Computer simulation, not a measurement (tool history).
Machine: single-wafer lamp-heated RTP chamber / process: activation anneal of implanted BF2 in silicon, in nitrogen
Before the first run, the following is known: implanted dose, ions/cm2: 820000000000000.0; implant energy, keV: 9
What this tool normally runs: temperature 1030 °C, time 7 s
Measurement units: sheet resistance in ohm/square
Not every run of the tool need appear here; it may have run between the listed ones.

| run | day | temperature | time | wafers since the last listed run | wafers since the last pyrometer calibration | wafers since the reflector plate was cleaned | hours since the gauge calibration | read-back reference wafer on the same gauge, sheet resistance | sheet resistance |
|---|---|---|---|---|---|---|---|---|---|
| 1 | 0 | 1030 | 6 | 0 | 6807 | 4748 | 488.2 | 240.23 | 263.2 |
| 2 | 1.054 | 1030 | 7 | 273 | 7080 | 5022 | 513.5 | 240.51 | 256.05 |
| 3 | 2.583 | 1030 | 7 | 396 | 7477 | 5418 | 550.2 | 239.91 | 256.26 |
| 4 | 4.9 | 1030 | 7 | 600 | 8077 | 6019 | 605.8 | 239.85 | 255.9 |
| 5 | 6.612 | 1038 | 7 | 443 | 8521 | 6463 | 646.9 | 240.14 | 244.2 |
| 6 | 8.704 | 1030 | 5 | 542 | 9064 | 7005 | 697.1 | 240.38 | 273.43 |
| 7 | 11.058 | 1030 | 5 | 610 | 9674 | 7615 | 753.6 | 240.09 | 273.21 |
|  | 11.975 | pyrometer window cleaned and pyrometer calibrated |
| 8 | 12.296 | 1030 | 5 | 234 | 82 | 7849 | 783.3 | 240.2 | 270.73 |
|  | 13.054 | gauge calibrated |
| 9 | 14.375 | 1049 | 5 | 538 | 621 | 8388 | 31.7 | 240 | 240.03 |
| 10 | 22.075 | 1049 | 5 | 1996 | 2617 | 10385 | 216.5 | 239.86 | 240.17 |
| 11 | 24.9 | 1020 | 4 | 732 | 3350 | 11117 | 284.3 | 240.29 | 296.35 |
|  | 26.029 | reflector plate cleaned |
| 12 | 26.05 | 1010 | 9 | 211 | 3561 | 4 | 311.9 | 240.17 | 282.29 |
| 13 | 27.017 | 1030 | 7 | 250 | 3812 | 255 | 335.1 | 239.96 | 258.65 |
| 14 | 28.667 | 1058 | 11 | 427 | 4240 | 683 | 374.7 | 240.23 | 200.65 |
| 15 | 29.817 | 1012 | 3 | 298 | 4538 | 981 | 402.3 | 239.61 | 330.46 |
| 16 | 31.117 | 1030 | 7 | 337 | 4875 | 1318 | 433.5 | 240.1 | 258.28 |
| 17 | 33.288 | 1042 | 7 | 562 | 5438 | 1881 | 485.6 | 240.01 | 239.32 |
| 18 | 35.021 | 1030 | 7 | 449 | 5887 | 2330 | 527.2 | 239.98 | 257.83 |
| 19 | 37.492 | 1015 | 5 | 640 | 6528 | 2971 | 586.5 | 239.72 | 300.4 |
| 20 | 38.708 | 1040 | 9 | 315 | 6843 | 3286 | 615.7 | 240.03 | 229.33 |

Consider 3 possible next runs. They are alternatives, not a sequence: every one starts from the tool as it was left by run 20. What does each give?
| A | 38.725 | 1030 | 7 | 4 | 6847 | 3290 | 616.1 | ? | ? |
| B | 38.725 | 1021 | 9 | 4 | 6847 | 3290 | 616.1 | ? | ? |
| C | 38.725 | 1013 | 5 | 4 | 6847 | 3290 | 616.1 | ? | ? |

| run | read-back reference wafer on the same gauge, sheet resistance | sheet resistance |
|---|---|---|
| A | 239.92 | 257.68 |
| B | 239.92 | 261.46 |
| C | 239.92 | 305.87 |
Without the tool's unlogged condition, the same runs would have read:
| run | sheet resistance |
|---|---|
| A | 258.22 |
| B | 262.02 |
| C | 306.51 |
